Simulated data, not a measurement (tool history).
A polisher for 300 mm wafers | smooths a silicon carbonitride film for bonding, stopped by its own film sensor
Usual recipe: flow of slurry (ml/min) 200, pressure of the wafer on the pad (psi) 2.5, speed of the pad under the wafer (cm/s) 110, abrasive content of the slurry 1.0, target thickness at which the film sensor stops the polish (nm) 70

run    hour  flow of slurry (ml/min)  pressure of the wafer on the pad (psi)  speed of the pad under the wafer (cm/s)  abrasive content of the slurry  target thickness at which the film sensor stops the polish (nm)  wafers since the last listed run  wafers polished on this pad  hours since the slurry nozzle was cleaned  hours since the head pressure was calibrated  hours since the slurry blender was calibrated  incoming thickness of the incoming film, nm  time until the film sensor stopped the polish (s)
  1     0.0                      200                                     2.5                                      128                             1.0                                                               70                                 0                         2150                                      273.9                                         183.0                                          267.3                                         89.0                                               51.0
  2    47.2                      240                                     2.5                                      110                             1.0                                                               70                               504                         2655                                      321.1                                         230.2                                          314.5                                         89.2                                               58.5
       80.6  -- worn pad replaced by a new one
       81.0  -- slurry nozzle cleaned
  3   100.3                      200                                     2.5                                      110                             1.0                                                               70                               520                          206                                       19.3                                         283.3                                          367.6                                         90.1                                               60.7
  4   152.9                      200                                     2.5                                      110                             1.0                                                               68                               562                          769                                       71.9                                         335.9                                          420.2                                         90.6                                               70.8
      158.1  -- slurry blender recalibrated
  5   197.2                      200                                     2.5                                      110                             1.0                                                               68                               452                         1221                                      116.2                                         380.2                                           39.1                                         90.9                                               69.5
  6   251.7                      200                                     2.5                                      110                             1.0                                                               68                               583                         1804                                      170.7                                         434.7                                           93.6                                         90.1                                               66.7
  7   322.6                      200                                     2.5                                       88                             1.0                                                               70                               758                         2563                                      241.6                                         505.6                                          164.5                                         90.5                                               74.2
      351.5  -- slurry nozzle cleaned
  8   407.2                      200                                     2.5                                      110                             1.0                                                               70                               894                         3457                                       55.7                                         590.2                                          249.1                                         89.1                                               58.2
      414.6  -- worn pad replaced by a new one
      620.7  -- slurry blender recalibrated
      642.2  -- slurry nozzle cleaned
      702.5  -- worn pad replaced by a new one
  9   721.2                      150                                     2.5                                      110                             1.0                                                               70                              3241                          200                                       79.0                                         904.2                                          100.5                                         90.4                                               65.2
 10   795.2                      145                                     2.5                                      124                             1.0                                                               70                               791                          991                                      153.0                                         978.2                                          174.5                                         90.5                                               59.2
 11   869.8                      200                                     2.5                                      110                             0.9                                                               70                               798                         1789                                      227.6                                        1052.8                                          249.1                                         89.3                                               61.5
 12   922.4                      260                                     2.5                                      110                             1.0                                                               70                               562                         2352                                      280.2                                        1105.4                                          301.7                                         90.8                                               60.4
      946.2  -- slurry nozzle cleaned
 13   969.2                      200                                     2.5                                      110                             0.8                                                               70                               489                         2842                                       23.0                                        1152.2                                          348.5                                         89.2                                               64.4
     1034.8  -- worn pad replaced by a new one
     1088.5  -- slurry blender recalibrated
 14  1202.3                      235                                     2.5                                      136                             1.1                                                               76                              2429                         1770                                      256.1                                        1385.3                                          113.8                                         88.3                                               29.8
     1214.1  -- head pressure recalibrated
     1263.7  -- slurry nozzle cleaned
 15  1302.6                      240                                     2.5                                      110                             1.0                                                               70                              1040                         2811                                       38.9                                          88.5                                          214.1                                         90.9                                               62.2
 16  1359.9                      200                                     2.5                                      110                             1.0                                                               70                               612                         3424                                       96.2                                         145.8                                          271.4                                         89.5                                               59.2
     1376.6  -- worn pad replaced by a new one
 17  1434.6                      145                                     2.5                                      110                             1.0                                                               72                               756                          620                                      170.9                                         220.5                                          346.1                                         89.0                                               54.5
 18  1514.3                      200                                     2.5                                      110                             1.0                                                               70                               852                         1472                                      250.6                                         300.2                                          425.8                                         90.1                                               62.3
     1540.4  -- slurry blender recalibrated
 19  1563.4                      200                                     1.8                                      136                             0.9                                                               66                               503                         1976                                      299.7                                         349.3                                           23.0                                         91.2                                               95.2

Here are 4 independent what-if runs from the current tool condition. What would each one return?
  A  1563.8                      200                                     2.5                                      110                             1.0                                                               65                                 4                         1980                                      300.1                                         349.7                                           23.4                                         90.1                                                  ?
  B  1563.8                      200                                     2.3                                      110                             1.0                                                               70                                 4                         1980                                      300.1                                         349.7                                           23.4                                         90.1                                                  ?
  C  1563.8                      200                                     2.8                                      110                             0.7                                                               65                                 4                         1980                                      300.1                                         349.7                                           23.4                                         90.1                                                  ?
  D  1563.8                      130                                     2.5                                      110                             1.1                                                               70                                 4                         1980                                      300.1                                         349.7                                           23.4                                         90.1                                                  ?

run  time until the film sensor stopped the polish (s)
  A                                               78.0
  B                                               67.9
  C                                               80.7
  D                                               64.2
What these runs would have given with no unlogged condition in the tool:
run  time until the film sensor stopped the polish (s)
  A                                               78.0
  B                                               67.9
  C                                               80.7
  D                                               64.2
